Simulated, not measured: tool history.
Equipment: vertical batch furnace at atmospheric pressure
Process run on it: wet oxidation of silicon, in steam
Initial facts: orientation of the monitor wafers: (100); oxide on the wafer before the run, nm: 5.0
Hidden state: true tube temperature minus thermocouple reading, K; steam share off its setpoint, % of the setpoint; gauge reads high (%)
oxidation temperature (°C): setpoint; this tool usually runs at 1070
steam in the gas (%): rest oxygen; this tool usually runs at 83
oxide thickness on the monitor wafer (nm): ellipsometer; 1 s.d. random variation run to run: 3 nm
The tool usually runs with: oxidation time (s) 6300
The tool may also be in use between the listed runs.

run,hour,oxidation temperature (°C),oxidation time (s),steam in the gas (%),wafers since the last listed run,hours since the last temperature calibration,hours since the steam generator was serviced,hours since the gauge calibration,"read-back reference wafer on the same gauge, thickness",oxide thickness on the monitor wafer (nm)
1,0,1070,6300,83,0,3416.4,1680.3,561.9,717.95,750.19
2,39.8,1070,6300,83,514,3456.2,1720.1,601.7,717.81,754.32
3,93.8,1070,6300,83,697,3510.2,1774.1,655.7,718.13,751.49
4,124.7,1070,3900,83,399,3541.1,1805,686.6,717.95,570.66
5,155,1070,3900,83,391,3571.4,1835.3,716.9,718.1,573.62
6,188,1070,8730,83,426,3604.4,1868.3,749.9,717.81,899.92
7,223,1070,6300,79,452,3639.4,1903.3,784.9,717.42,725.74
8,285.5,1070,6300,79,807,3701.9,1965.8,847.4,718.06,726.88
9,327.2,1070,6300,79,538,3743.6,2007.5,889.1,717.89,729.32
10,380.6,1070,6300,83,690,3797,2060.9,942.5,718.51,747.43
11,405.6,1070,6300,83,323,3822,2085.9,967.5,718.68,747.7
# hour 434.4: thermocouples replaced and temperature profile calibrated
# hour 462.7: gauge calibrated
12,471.6,1070,9180,72,542,37.2,2151.9,8.9,718.14,858.51
13,518.4,1083,4050,90,604,84,2198.7,55.7,717.78,644.97
14,558.9,1062,3990,80,523,124.5,2239.2,96.2,717.83,538.69
15,613,1070,6300,78,699,178.6,2293.3,150.3,717.52,722.77
# hour 649.1: steam generator serviced
16,671.7,1070,9450,83,448,237.3,22.6,209,717.68,912.51
17,708.1,1089,6300,83,470,273.7,59,245.4,717.87,781.97
18,738.8,1062,3990,80,396,304.4,89.7,276.1,717.79,527.52
# hour 816.6: steam generator serviced, repeated, since the last time left the tool worse
19,817.1,1070,3900,83,701,382.7,0.5,354.4,718.07,581.63
20,857.5,1070,3300,91,522,423.1,40.9,394.8,718.59,558.51
21,918.1,1086,4920,88,783,483.7,101.5,455.4,717.54,738.48
22,949.9,1070,7200,88,410,515.5,133.3,487.2,717.91,852.17
23,1066.2,1070,4080,83,1502,631.8,249.6,603.5,717.88,593.81

Exercise: give the hidden state of the tool at every run:
true tube temperature minus thermocouple reading, K: 0, the same for each run
gauge reads high (%): 0, the same for each run
H1: steam share off its setpoint, % of the setpoint
run,H1
1,-3.97
2,-4.06
3,-4.18
4,-4.25
5,-4.32
6,-4.39
7,-4.47
8,-4.61
9,-4.71
10,-4.83
11,-4.89
12,-5.03
13,-5.14
14,-5.23
15,-5.35
16,-10.1
17,-10.2
18,-10.2
19,-0.0868
20,-0.178
21,-0.315
22,-0.386
23,-0.649

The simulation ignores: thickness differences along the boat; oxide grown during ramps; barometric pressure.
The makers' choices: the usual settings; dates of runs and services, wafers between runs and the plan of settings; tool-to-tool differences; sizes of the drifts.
